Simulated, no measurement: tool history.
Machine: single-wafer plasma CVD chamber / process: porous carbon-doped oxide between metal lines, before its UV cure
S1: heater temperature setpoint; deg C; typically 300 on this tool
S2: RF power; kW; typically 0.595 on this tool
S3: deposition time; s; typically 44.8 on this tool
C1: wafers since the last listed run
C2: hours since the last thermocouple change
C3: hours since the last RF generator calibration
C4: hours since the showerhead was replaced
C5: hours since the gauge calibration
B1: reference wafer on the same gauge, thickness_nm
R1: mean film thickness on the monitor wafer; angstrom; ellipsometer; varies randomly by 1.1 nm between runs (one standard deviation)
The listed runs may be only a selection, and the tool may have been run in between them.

{"run": 1, "hour": 0.0, "S1": 300, "S2": 0.595, "S3": 44.8, "C1": 0, "C2": 1342.8, "C3": 1925.8, "C4": 4639.9, "C5": 321.5, "B1": 358.037, "R1": 2956.58}
{"hour": 12.5, "done": "showerhead replaced"}
{"run": 2, "hour": 13.0, "S1": 300, "S2": 0.595, "S3": 44.8, "C1": 110, "C2": 1355.8, "C3": 1938.8, "C4": 0.5, "C5": 334.5, "B1": 358.133, "R1": 2964.57}
{"run": 3, "hour": 24.6, "S1": 300, "S2": 0.595, "S3": 44.8, "C1": 257, "C2": 1367.4, "C3": 1950.4, "C4": 12.1, "C5": 346.1, "B1": 357.945, "R1": 2956.33}
{"hour": 38.4, "done": "gauge calibrated"}
{"hour": 40.0, "done": "thermocouple changed; heater temperature recalibrated"}
{"run": 4, "hour": 40.9, "S1": 300, "S2": 0.595, "S3": 44.8, "C1": 184, "C2": 0.9, "C3": 1966.7, "C4": 28.4, "C5": 2.5, "B1": 358.065, "R1": 2970.4}
{"run": 5, "hour": 47.4, "S1": 300, "S2": 0.595, "S3": 44.8, "C1": 144, "C2": 7.4, "C3": 1973.2, "C4": 34.9, "C5": 9, "B1": 358.188, "R1": 2966.37}
{"run": 6, "hour": 61.5, "S1": 300, "S2": 0.595, "S3": 44.8, "C1": 312, "C2": 21.5, "C3": 1987.3, "C4": 49, "C5": 23.1, "B1": 358.104, "R1": 2950.54}
{"run": 7, "hour": 107.1, "S1": 300, "S2": 0.595, "S3": 44.8, "C1": 1011, "C2": 67.1, "C3": 2032.9, "C4": 94.6, "C5": 68.7, "B1": 357.968, "R1": 2943.64}
{"run": 8, "hour": 116.1, "S1": 300, "S2": 0.595, "S3": 44.8, "C1": 199, "C2": 76.1, "C3": 2041.9, "C4": 103.6, "C5": 77.7, "B1": 357.879, "R1": 2951.92}
{"run": 9, "hour": 127.4, "S1": 300, "S2": 0.595, "S3": 44.8, "C1": 250, "C2": 87.4, "C3": 2053.2, "C4": 114.9, "C5": 89, "B1": 358.043, "R1": 2952.93}
{"run": 10, "hour": 142.9, "S1": 300, "S2": 0.595, "S3": 35.9, "C1": 343, "C2": 102.9, "C3": 2068.7, "C4": 130.4, "C5": 104.5, "B1": 358.09, "R1": 2369.21}
{"run": 11, "hour": 158.8, "S1": 300, "S2": 0.595, "S3": 44.8, "C1": 352, "C2": 118.8, "C3": 2084.6, "C4": 146.3, "C5": 120.4, "B1": 358.254, "R1": 2960.91}
{"run": 12, "hour": 174.8, "S1": 300, "S2": 0.69, "S3": 44.8, "C1": 355, "C2": 134.8, "C3": 2100.6, "C4": 162.3, "C5": 136.4, "B1": 357.869, "R1": 3248.55}
{"run": 13, "hour": 186.1, "S1": 287, "S2": 0.595, "S3": 38.1, "C1": 250, "C2": 146.1, "C3": 2111.9, "C4": 173.6, "C5": 147.7, "B1": 357.876, "R1": 2757.27}
{"run": 14, "hour": 196.5, "S1": 300, "S2": 0.595, "S3": 44.8, "C1": 230, "C2": 156.5, "C3": 2122.3, "C4": 184, "C5": 158.1, "B1": 357.862, "R1": 2945.41}
{"run": 15, "hour": 213.1, "S1": 300, "S2": 0.595, "S3": 44.8, "C1": 368, "C2": 173.1, "C3": 2138.9, "C4": 200.6, "C5": 174.7, "B1": 357.945, "R1": 2961.58}
{"run": 16, "hour": 221.8, "S1": 286, "S2": 0.625, "S3": 51.8, "C1": 193, "C2": 181.8, "C3": 2147.6, "C4": 209.3, "C5": 183.4, "B1": 358.129, "R1": 3849.27}
{"run": 17, "hour": 234.3, "S1": 292, "S2": 0.595, "S3": 44.8, "C1": 277, "C2": 194.3, "C3": 2160.1, "C4": 221.8, "C5": 195.9, "B1": 358.021, "R1": 3108.36}
{"run": 18, "hour": 246.1, "S1": 300, "S2": 0.595, "S3": 48.3, "C1": 261, "C2": 206.1, "C3": 2171.9, "C4": 233.6, "C5": 207.7, "B1": 357.931, "R1": 3171.77}
{"run": 19, "hour": 259.8, "S1": 300, "S2": 0.48, "S3": 49.8, "C1": 303, "C2": 219.8, "C3": 2185.6, "C4": 247.3, "C5": 221.4, "B1": 358.173, "R1": 2781.42}
{"run": 20, "hour": 269.3, "S1": 300, "S2": 0.65, "S3": 44.8, "C1": 210, "C2": 229.3, "C3": 2195.1, "C4": 256.8, "C5": 230.9, "B1": 357.969, "R1": 3135.4}
{"run": 21, "hour": 276.0, "S1": 295, "S2": 0.53, "S3": 40.2, "C1": 148, "C2": 236, "C3": 2201.8, "C4": 263.5, "C5": 237.6, "B1": 358.032, "R1": 2531.15}
{"hour": 292.9, "done": "RF generator calibrated"}
{"run": 22, "hour": 293.4, "S1": 307, "S2": 0.595, "S3": 52.4, "C1": 208, "C2": 253.4, "C3": 0.5, "C4": 280.9, "C5": 255, "B1": 357.913, "R1": 3447.59}
{"run": 23, "hour": 295.6, "S1": 300, "S2": 0.595, "S3": 50, "C1": 48, "C2": 255.6, "C3": 2.7, "C4": 283.1, "C5": 257.2, "B1": 358.084, "R1": 3461.22}
{"run": 24, "hour": 330.9, "S1": 314, "S2": 0.55, "S3": 51.8, "C1": 783, "C2": 290.9, "C3": 38, "C4": 318.4, "C5": 292.5, "B1": 357.837, "R1": 3079.69}
{"run": 25, "hour": 346.7, "S1": 292, "S2": 0.625, "S3": 49.7, "C1": 350, "C2": 306.7, "C3": 53.8, "C4": 334.2, "C5": 308.3, "B1": 358.11, "R1": 3723.72}
{"run": 26, "hour": 358.0, "S1": 293, "S2": 0.595, "S3": 42.2, "C1": 250, "C2": 318, "C3": 65.1, "C4": 345.5, "C5": 319.6, "B1": 357.906, "R1": 3057.09}
{"run": 27, "hour": 371.7, "S1": 300, "S2": 0.715, "S3": 44.8, "C1": 303, "C2": 331.7, "C3": 78.8, "C4": 359.2, "C5": 333.3, "B1": 357.846, "R1": 3510.86}
{"run": 28, "hour": 379.7, "S1": 300, "S2": 0.595, "S3": 44.8, "C1": 177, "C2": 339.7, "C3": 86.8, "C4": 367.2, "C5": 341.3, "B1": 358.049, "R1": 3083.51}
{"hour": 389.6, "done": "gauge calibrated"}
{"run": 29, "hour": 393.5, "S1": 300, "S2": 0.695, "S3": 49.9, "C1": 306, "C2": 353.5, "C3": 100.6, "C4": 381, "C5": 3.9, "B1": 358.018, "R1": 3822.56}
{"run": 30, "hour": 409.6, "S1": 294, "S2": 0.655, "S3": 51.9, "C1": 357, "C2": 369.6, "C3": 116.7, "C4": 397.1, "C5": 20, "B1": 357.808, "R1": 3953.09}
{"run": 31, "hour": 421.3, "S1": 300, "S2": 0.595, "S3": 44.8, "C1": 259, "C2": 381.3, "C3": 128.4, "C4": 408.8, "C5": 31.7, "B1": 357.97, "R1": 3057.32}
{"run": 32, "hour": 432.4, "S1": 300, "S2": 0.595, "S3": 44.8, "C1": 246, "C2": 392.4, "C3": 139.5, "C4": 419.9, "C5": 42.8, "B1": 358.065, "R1": 3072.9}

For run 33, what comes out?
{"run": 33, "hour": 447.3, "S1": 310, "S2": 0.69, "S3": 44.8, "C1": 330, "C2": 407.3, "C3": 154.4, "C4": 434.8, "C5": 57.7, "B1": "?", "R1": "?"}

{"run 33": {"B1": 357.856, "R1": 3207.16}}
If the tool had no hidden condition, the same run with the same run-to-run variation would have returned R1 3281.06 angstrom.

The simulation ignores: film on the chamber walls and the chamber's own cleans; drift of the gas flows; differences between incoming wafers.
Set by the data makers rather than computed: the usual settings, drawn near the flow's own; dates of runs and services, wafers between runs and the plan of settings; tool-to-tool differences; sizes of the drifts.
